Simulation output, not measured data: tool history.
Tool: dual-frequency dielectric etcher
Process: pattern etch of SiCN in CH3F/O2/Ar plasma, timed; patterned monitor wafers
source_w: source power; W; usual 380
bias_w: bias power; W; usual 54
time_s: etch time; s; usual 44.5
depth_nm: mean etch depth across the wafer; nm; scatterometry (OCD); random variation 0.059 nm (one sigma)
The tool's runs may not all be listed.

run	day	source_w	bias_w	time_s	read-back reference wafer on the same gauge, depth_nm	depth_nm
1	0.000	380	54	44.5	14.19	15.19
2	0.517	380	54	44.5	14.19	15.14
3	2.821	380	54	44.5	14.17	15.19
4	5.250	310	54	44.5	14.19	13.32
5	7.892	330	54	34.5	14.16	10.76
6	9.096	330	54	34.5	14.17	10.70
7	12.054	330	54	34.5	14.15	10.81
8	13.542	320	64	44.5	14.15	14.80
9	15.050	320	64	44.5	14.18	14.82
10	18.338	380	54	44.5	14.41	15.51
11	19.833	350	65	44.5	14.40	16.03
12	21.796	430	54	44.5	14.37	16.69
13	24.608	310	61	44.5	14.40	14.44
14	26.875	460	62	57.0	14.37	23.60
15	28.412	290	48	49.5	14.40	13.36
16	29.362	380	54	44.5	14.35	15.35
17	32.229	380	54	44.5	14.36	15.49
18	34.650	380	54	33.0	14.38	11.43
19	36.892	380	54	44.5	14.35	15.32
20	38.275	380	54	44.5	14.37	15.34
21	40.525	380	42	44.5	14.36	13.56
22	43.479	380	54	44.5	14.33	15.30
23	45.875	380	54	44.5	14.31	15.40
24	48.254	330	54	50.5	14.32	15.85
25	50.367	460	62	57.0	14.31	23.54
26	51.371	380	54	53.0	14.31	18.29
27	52.479	380	40	44.5	14.31	13.07
28	55.067	430	42	44.5	14.28	14.43
29	57.596	430	50	57.5	14.28	20.40

Not shown: 6 entries that the log had between the listed runs. Between which runs, and how does the tool's hidden state differ before and after?
Between runs 9 and 10: gauge calibrated (day 17.921); upper electrode replaced (day 17.946); wet clean of the chamber (day 18.317)
  gauge reads high (%): -1.74 -> 0.0599
  measured less the result without the state, depth_nm: -0.27 -> +0.01 nm
Between runs 14 and 15: source power generator calibrated (day 28.392)
  gauge reads high (%): -0.125 -> -0.158
  measured less the result without the state, depth_nm: -0.03 -> -0.03 nm
Between runs 18 and 19: bias power generator calibrated (day 35.650)
  gauge reads high (%): -0.293 -> -0.342
  measured less the result without the state, depth_nm: -0.03 -> -0.05 nm
Between runs 20 and 21: wet clean of the chamber (day 40.212)
  gauge reads high (%): -0.372 -> -0.421
  measured less the result without the state, depth_nm: -0.06 -> -0.06 nm
